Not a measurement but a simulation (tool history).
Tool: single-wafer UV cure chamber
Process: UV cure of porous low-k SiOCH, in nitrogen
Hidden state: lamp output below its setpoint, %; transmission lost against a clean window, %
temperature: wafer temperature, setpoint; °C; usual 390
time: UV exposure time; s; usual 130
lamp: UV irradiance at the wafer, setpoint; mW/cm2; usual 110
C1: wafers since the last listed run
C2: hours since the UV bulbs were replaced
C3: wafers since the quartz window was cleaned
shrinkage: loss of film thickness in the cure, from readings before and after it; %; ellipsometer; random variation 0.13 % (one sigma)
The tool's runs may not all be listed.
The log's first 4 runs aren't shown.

{"run": 5, "hour": 293.6, "temperature": 390, "time": 130, "lamp": 110, "C1": 522, "C2": 984.8, "C3": 1324, "shrinkage": 9.168}
{"run": 6, "hour": 366.7, "temperature": 390, "time": 130, "lamp": 110, "C1": 378, "C2": 1057.9, "C3": 1703, "shrinkage": 9.024}
{"run": 7, "hour": 479.2, "temperature": 386, "time": 105, "lamp": 110, "C1": 581, "C2": 1170.4, "C3": 2285, "shrinkage": 8.085}
{"run": 8, "hour": 562.4, "temperature": 390, "time": 130, "lamp": 110, "C1": 430, "C2": 1253.6, "C3": 2715, "shrinkage": 9.2}
{"run": 9, "hour": 601.8, "temperature": 390, "time": 130, "lamp": 110, "C1": 203, "C2": 1293.0, "C3": 2919, "shrinkage": 9.153}
{"hour": 646.8, "done": "quartz window cleaned"}
{"hour": 666.0, "done": "UV bulbs replaced"}
{"run": 10, "hour": 666.5, "temperature": 396, "time": 130, "lamp": 110, "C1": 251, "C2": 0.5, "C3": 60, "shrinkage": 9.929}
{"run": 11, "hour": 854.4, "temperature": 396, "time": 130, "lamp": 110, "C1": 971, "C2": 188.4, "C3": 1032, "shrinkage": 9.481}
{"run": 12, "hour": 897.5, "temperature": 390, "time": 160, "lamp": 110, "C1": 222, "C2": 231.5, "C3": 1255, "shrinkage": 10.403}
{"run": 13, "hour": 946.7, "temperature": 390, "time": 160, "lamp": 110, "C1": 254, "C2": 280.7, "C3": 1509, "shrinkage": 10.143}
{"run": 14, "hour": 1036.5, "temperature": 374, "time": 130, "lamp": 96, "C1": 464, "C2": 370.5, "C3": 1974, "shrinkage": 8.345}
{"run": 15, "hour": 1110.6, "temperature": 374, "time": 130, "lamp": 96, "C1": 383, "C2": 444.6, "C3": 2357, "shrinkage": 8.451}
{"run": 16, "hour": 1201.0, "temperature": 390, "time": 175, "lamp": 110, "C1": 467, "C2": 535.0, "C3": 2825, "shrinkage": 10.441}
{"run": 17, "hour": 1237.5, "temperature": 390, "time": 175, "lamp": 110, "C1": 188, "C2": 571.5, "C3": 3014, "shrinkage": 10.386}
{"hour": 1291.2, "done": "quartz window cleaned"}
{"run": 18, "hour": 1359.5, "temperature": 390, "time": 130, "lamp": 110, "C1": 589, "C2": 693.5, "C3": 353, "shrinkage": 9.6}
{"run": 19, "hour": 1446.4, "temperature": 390, "time": 130, "lamp": 110, "C1": 449, "C2": 780.4, "C3": 802, "shrinkage": 9.546}
{"run": 20, "hour": 1515.1, "temperature": 390, "time": 130, "lamp": 110, "C1": 355, "C2": 849.1, "C3": 1158, "shrinkage": 9.229}
{"run": 21, "hour": 1597.9, "temperature": 390, "time": 130, "lamp": 110, "C1": 428, "C2": 931.9, "C3": 1586, "shrinkage": 9.234}
{"run": 22, "hour": 1658.6, "temperature": 379, "time": 130, "lamp": 110, "C1": 313, "C2": 992.6, "C3": 1900, "shrinkage": 9.002}
{"run": 23, "hour": 1724.5, "temperature": 390, "time": 130, "lamp": 110, "C1": 340, "C2": 1058.5, "C3": 2241, "shrinkage": 9.146}
{"run": 24, "hour": 1783.8, "temperature": 390, "time": 130, "lamp": 110, "C1": 306, "C2": 1117.8, "C3": 2548, "shrinkage": 8.961}
{"run": 25, "hour": 1864.7, "temperature": 390, "time": 130, "lamp": 110, "C1": 418, "C2": 1198.7, "C3": 2966, "shrinkage": 8.971}

Forecast run 26:
{"hour": 1880.3, "done": "quartz window cleaned"}
{"run": 26, "hour": 1928.9, "temperature": 390, "time": 130, "lamp": 110, "C1": 290, "C2": 1262.9, "C3": 251, "shrinkage": "?"}

shrinkage: 9.844 %
Without the tool's hidden state the same run would have given shrinkage 10.057 %.
